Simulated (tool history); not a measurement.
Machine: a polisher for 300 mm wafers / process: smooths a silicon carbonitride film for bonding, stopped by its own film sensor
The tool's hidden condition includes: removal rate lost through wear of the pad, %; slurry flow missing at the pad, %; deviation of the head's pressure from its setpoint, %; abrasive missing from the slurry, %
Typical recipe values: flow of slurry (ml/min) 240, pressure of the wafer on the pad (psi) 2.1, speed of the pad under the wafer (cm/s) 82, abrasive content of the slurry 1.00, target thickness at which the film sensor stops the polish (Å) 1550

run   hour  flow of slurry (ml/min)  pressure of the wafer on the pad (psi)  speed of the pad under the wafer (cm/s)  abrasive content of the slurry  target thickness at which the film sensor stops the polish (Å)  wafers since the last listed run  wafers polished on this pad  hours since the slurry nozzle was cleaned  hours since the head pressure was calibrated  hours since the slurry blender was calibrated  incoming thickness of the incoming film, nm  time until the film sensor stopped the polish (s)
  1    0.0                      240                                     2.1                                       82                            1.00                                                            1550                                 0                         1261                                      417.2                                         270.9                                          176.2                                        182.3                                              135.5
  2   27.5                      240                                     2.1                                       82                            1.00                                                            1550                               291                         1553                                      444.7                                         298.4                                          203.7                                        182.0                                              131.0
  3   45.2                      240                                     2.1                                       82                            1.00                                                            1550                               187                         1741                                      462.4                                         316.1                                          221.4                                        179.6                                              122.3
      55.4  -- slurry blender recalibrated
  4   74.0                      240                                     2.1                                       82                            1.00                                                            1550                               284                         2025                                      491.2                                         344.9                                           18.6                                        182.3                                              131.0
  5   86.0                      240                                     2.1                                       82                            1.00                                                            1550                               127                         2152                                      503.2                                         356.9                                           30.6                                        180.4                                              122.9
  6  110.4                      240                                     2.1                                       82                            1.00                                                            1550                               258                         2411                                      527.6                                         381.3                                           55.0                                        178.7                                              115.1
     132.4  -- worn pad replaced by a new one
  7  194.0                      240                                     2.1                                       82                            1.00                                                            1550                               844                          652                                      611.2                                         464.9                                          138.6                                        176.5                                              104.5
  8  227.5                      240                                     2.1                                       82                            1.00                                                            1550                               355                         1008                                      644.7                                         498.4                                          172.1                                        180.0                                              121.6
  9  256.3                      240                                     2.1                                       82                            1.00                                                            1550                               305                         1313                                      673.5                                         527.2                                          200.9                                        179.9                                              122.2
     294.7  -- slurry nozzle cleaned
     312.0  -- slurry blender recalibrated
 10  340.0                      200                                     1.7                                       98                            1.20                                                            1550                               855                         2169                                       45.3                                         610.9                                           28.0                                        179.0                                              112.7
     363.3  -- worn pad replaced by a new one
 11  374.6                      240                                     2.1                                       82                            1.00                                                            1550                               324                          119                                       79.9                                         645.5                                           62.6                                        179.7                                              118.4
     432.5  -- head pressure recalibrated
 12  468.2                      240                                     2.1                                       82                            1.15                                                            1630                               971                         1091                                      173.5                                          35.7                                          156.2                                        181.8                                               85.3
 13  487.3                      240                                     1.5                                       82                            1.00                                                            1550                               202                         1293                                      192.6                                          54.8                                          175.3                                        178.4                                              150.1
 14  509.0                      240                                     2.7                                       82                            0.75                                                            1550                               230                         1523                                      214.3                                          76.5                                          197.0                                        182.7                                              129.6
     539.8  -- slurry blender recalibrated
 15  588.2                      325                                     1.5                                      104                            1.00                                                            1550                               818                         2342                                      293.5                                         155.7                                           48.4                                        179.9                                              125.4
     595.2  -- worn pad replaced by a new one
 16  602.4                      240                                     2.1                                       82                            1.00                                                            1550                               108                           76                                      307.7                                         169.9                                           62.6                                        182.1                                              132.5
 17  624.0                      200                                     2.4                                       82                            1.00                                                            1550                               229                          305                                      329.3                                         191.5                                           84.2                                        176.7                                               95.9
 18  650.8                      240                                     2.7                                       82                            1.00                                                            1550                               284                          589                                      356.1                                         218.3                                          111.0                                        178.8                                               94.8
 19  670.3                      240                                     2.1                                      106                            0.85                                                            1550                               206                          796                                      375.6                                         237.8                                          130.5                                        178.2                                              101.6
 20  685.6                      240                                     2.1                                      106                            1.00                                                            1620                               162                          958                                      390.9                                         253.1                                          145.8                                        179.1                                               69.2
 21  712.1                      180                                     2.5                                      102                            0.85                                                            1550                               281                         1239                                      417.4                                         279.6                                          172.3                                        180.3                                              102.2
 22  734.9                      240                                     2.4                                       82                            0.90                                                            1520                               241                         1481                                      440.2                                         302.4                                          195.1                                        179.0                                              123.7
 23  755.0                      190                                     2.1                                       82                            1.00                                                            1550                               213                         1694                                      460.3                                         322.5                                          215.2                                        178.8                                              121.9
 24  770.1                      240                                     2.1                                       82                            1.00                                                            1550                               160                         1854                                      475.4                                         337.6                                          230.3                                        180.2                                              127.1

Run 25 has not been measured yet. What should we expect?
     780.2  -- slurry blender recalibrated
 25  801.5                      315                                     2.1                                       60                            1.00                                                            1550                               311                         2166                                      506.8                                         369.0                                           21.3                                        177.6                                                  ?

{"run 25": {"time until the film sensor stopped the polish (s)": 134.4}}
Without the tool's hidden state the same run would have given time until the film sensor stopped the polish (s) 134.0.

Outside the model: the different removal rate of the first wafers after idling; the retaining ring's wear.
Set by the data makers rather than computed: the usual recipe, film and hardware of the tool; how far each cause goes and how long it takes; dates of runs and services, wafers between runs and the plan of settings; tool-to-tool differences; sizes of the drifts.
